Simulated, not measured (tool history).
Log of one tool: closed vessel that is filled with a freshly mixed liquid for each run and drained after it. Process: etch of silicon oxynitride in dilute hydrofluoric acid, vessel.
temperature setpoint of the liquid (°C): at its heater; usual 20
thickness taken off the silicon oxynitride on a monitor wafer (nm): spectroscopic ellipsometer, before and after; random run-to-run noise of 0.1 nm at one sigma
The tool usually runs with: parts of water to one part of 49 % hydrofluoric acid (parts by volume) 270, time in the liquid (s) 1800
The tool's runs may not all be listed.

| run | hour | temperature setpoint of the liquid (°C) | parts of water to one part of 49 % hydrofluoric acid (parts by volume) | time in the liquid (s) | wafers since the last listed run | hours since the thermometer was replaced | hours since the hydrofluoric acid flow meter was replaced | hours since the gauge calibration | read-back film thickness of the silicon oxynitride reference wafer, read on the same gauge (nm) | thickness taken off the silicon oxynitride on a monitor wafer (nm) |
|---|---|---|---|---|---|---|---|---|---|---|
| 1 | 0 | 20 | 270 | 1800 | 0 | 379 | 1564.3 | 237.9 | 69.95 | 19.57 |
| 2 | 17.6 | 20 | 270 | 1800 | 871 | 396.6 | 1581.9 | 255.5 | 70 | 19.78 |
| 3 | 32.6 | 20 | 270 | 1800 | 742 | 411.6 | 1596.9 | 270.5 | 69.98 | 19.69 |
| 4 | 54.2 | 20 | 270 | 1800 | 1069 | 433.2 | 1618.5 | 292.1 | 70.01 | 19.72 |
| 5 | 80.7 | 20 | 270 | 1800 | 1312 | 459.7 | 1645 | 318.6 | 70 | 19.44 |
| 6 | 107.7 | 20 | 270 | 1800 | 1336 | 486.7 | 1672 | 345.6 | 69.99 | 19.71 |
| 7 | 140.9 | 20 | 270 | 1800 | 1643 | 519.9 | 1705.2 | 378.8 | 70 | 19.7 |
| 8 | 248.8 | 20 | 270 | 1270 | 5342 | 627.8 | 1813.1 | 486.7 | 69.97 | 14.06 |
| 9 | 284 | 20 | 270 | 1800 | 1742 | 663 | 1848.3 | 521.9 | 70.03 | 19.99 |
| 10 | 307.2 | 20 | 270 | 1800 | 1148 | 686.2 | 1871.5 | 545.1 | 70 | 20.21 |
| 11 | 389.8 | 20 | 365 | 1190 | 4090 | 768.8 | 1954.1 | 627.7 | 70.02 | 9.33 |
| 12 | 417.7 | 20 | 365 | 1190 | 1381 | 796.7 | 1982 | 655.6 | 70.02 | 9.35 |
| 13 | 450.2 | 20 | 365 | 1190 | 1609 | 829.2 | 2014.5 | 688.1 | 70 | 9.43 |
| 14 | 471.2 | 20 | 270 | 1800 | 1039 | 850.2 | 2035.5 | 709.1 | 70.01 | 20.4 |
| 15 | 496.8 | 25 | 390 | 2585 | 1267 | 875.8 | 2061.1 | 734.7 | 70 | 23.39 |
| 16 | 526.9 | 20 | 270 | 1800 | 1490 | 905.9 | 2091.2 | 764.8 | 70 | 20.42 |
| 17 | 540.7 | 23.5 | 145 | 1800 | 683 | 919.7 | 2105 | 778.6 | 70 | 48.91 |
| 18 | 559.5 | 20 | 270 | 1800 | 930 | 938.5 | 2123.8 | 797.4 | 70.04 | 20.53 |
| 19 | 572.4 | 20 | 270 | 1800 | 638 | 951.4 | 2136.7 | 810.3 | 69.99 | 20.72 |
| 20 | 606.9 | 20 | 270 | 1800 | 1708 | 985.9 | 2171.2 | 844.8 | 70 | 20.73 |
| 21 | 630 | 18.5 | 270 | 855 | 1143 | 1009 | 2194.3 | 867.9 | 70.03 | 9.11 |
|  | 638.6 | thermometer replaced |
| 22 | 660.7 | 22.5 | 380 | 1800 | 1470 | 22.1 | 2225 | 898.6 | 69.98 | 14.55 |
|  | 661.7 | gauge calibrated |
|  | 670.1 | hydrofluoric acid flow meter replaced |
| 23 | 675.1 | 20 | 270 | 1800 | 663 | 36.5 | 5 | 13.4 | 70 | 17.81 |
| 24 | 702.4 | 24 | 375 | 1800 | 1351 | 63.8 | 32.3 | 40.7 | 70.04 | 14.27 |
| 25 | 734.4 | 25 | 180 | 2505 | 1584 | 95.8 | 64.3 | 72.7 | 69.95 | 49.79 |
| 26 | 752.6 | 23.5 | 270 | 1800 | 901 | 114 | 82.5 | 90.9 | 69.97 | 20.99 |
| 27 | 777.1 | 21.5 | 270 | 1800 | 1213 | 138.5 | 107 | 115.4 | 69.96 | 19.05 |
| 28 | 802.4 | 20 | 270 | 1800 | 1252 | 163.8 | 132.3 | 140.7 | 70.05 | 17.89 |
| 29 | 827.1 | 17 | 310 | 1800 | 1223 | 188.5 | 157 | 165.4 | 70.01 | 13.41 |
| 30 | 854.5 | 17 | 190 | 2230 | 1356 | 215.9 | 184.4 | 192.8 | 69.99 | 28.96 |
| 31 | 889.9 | 20 | 350 | 1800 | 1752 | 251.3 | 219.8 | 228.2 | 70 | 13.28 |
| 32 | 903.8 | 23 | 305 | 2490 | 688 | 265.2 | 233.7 | 242.1 | 70.01 | 24.72 |
| 33 | 938.2 | 20 | 355 | 1800 | 1703 | 299.6 | 268.1 | 276.5 | 69.98 | 13.17 |

For each entry between runs, how does the tool's hidden state at the last listed run before it compare with that at the first listed run after it?
After run 21, before run 22: thermometer replaced (hour 638.6)
  liquid hotter than its thermometer reads (K): 1.2 -> 0.0288; hydrofluoric acid flow above the setpoint (%): 9.39 -> 9.51
  the result without the hidden state subtracted from the measured one, thickness taken off the silicon oxynitride on a monitor wafer (nm): +1.33 -> +1.55
After run 22, before run 23: gauge calibrated (hour 661.7); hydrofluoric acid flow meter replaced (hour 670.1)
  liquid hotter than its thermometer reads (K): 0.0288 -> 0.0443; hydrofluoric acid flow above the setpoint (%): 9.51 -> 0.547
  the result without the hidden state subtracted from the measured one, thickness taken off the silicon oxynitride on a monitor wafer (nm): +1.55 -> +0.15
